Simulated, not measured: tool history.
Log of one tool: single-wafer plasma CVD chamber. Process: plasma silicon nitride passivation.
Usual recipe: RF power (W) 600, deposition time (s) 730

run	hour	RF power (W)	deposition time (s)	read-back reference wafer on the same gauge, thickness_nm	mean film thickness on the monitor wafer (angstrom)
1	0	600	730	1230.017	10833.88
2	70.6	600	730	1228.959	10812.83
3	118.2	600	730	1230.193	10791.09
4	174.1	530	730	1230.462	10426.89
5	203.6	530	730	1230.475	10463.79
6	294.8	600	730	1229.867	10725.2
7	344.4	525	730	1229.2	10321.05
8	528	600	730	1229.967	10719.51
9	643.8	600	730	1229.874	10628.43
10	700.9	670	730	1230.075	10990.52
11	772.1	600	730	1230.428	10600.07
12	818.6	600	730	1230.192	10591.33
# hour 856.2: RF generator calibrated
13	879.6	600	730	1230.506	10860.27
14	933.7	600	730	1229.876	10840.38
15	990.1	600	730	1231.136	10831.25
16	1148.1	600	730	1229.22	10793.37
17	1174.6	550	670	1229.984	9626.12
18	1215.3	550	670	1229.715	9651.47
19	1250.7	600	730	1228.949	10788.95
20	1299.9	600	680	1228.819	10059
21	1332	600	730	1230.128	10747.42
22	1373.4	535	834	1229.079	11909.89
23	1436	600	819	1230.232	12072.01
24	1499	500	781	1230.014	10858.61
# hour 1512.5: gauge calibrated
25	1548.5	600	730	1230.888	10713.77
# hour 1581.2: showerhead replaced
26	1581.7	600	730	1229.674	10683.92
27	1629.3	690	730	1229.426	11141.08
28	1701.2	600	730	1230.167	10647.65
# hour 1713: RF generator calibrated
29	1754.6	600	730	1230.216	10794.38
30	1817.5	670	799	1229.703	12272.44
31	1880.7	690	637	1230.622	9791.9
32	1942.9	540	681	1231.443	9757.21
33	1982.3	565	730	1230.948	10586.88
34	2034.3	540	730	1230.167	10439.75
35	2232.2	700	678	1230.828	10424.8
36	2302.2	510	801	1229.888	11233.38
37	2328.8	600	788	1230.035	11590.72
38	2355.4	600	795	1230.619	11693.8
39	2380	695	801	1230.597	12276.59
40	2552.3	505	730	1229.108	10121.54
41	2606.8	600	730	1229.374	10631.6
42	2636.7	485	797	1228.973	10945.49

Each row is a separate what-if for the run after 42, all from the same tool condition, not one after another. Results?
A	2637.3	600	730	?	?
B	2637.3	705	869	?	?
C	2637.3	495	873	?	?
D	2637.3	490	774	?	?
E	2637.3	670	683	?	?

run	read-back reference wafer on the same gauge, thickness_nm	mean film thickness on the monitor wafer (angstrom)
A	1230.316	10593.81
B	1230.316	13210.09
C	1230.316	11991.89
D	1230.316	10601.36
E	1230.316	10231.24
The same runs, with their run-to-run variation unchanged, on a tool lacking any hidden condition would have given:
run	mean film thickness on the monitor wafer (angstrom)
A	10797.32
B	13463.86
C	12222.26
D	10805.02
E	10427.78
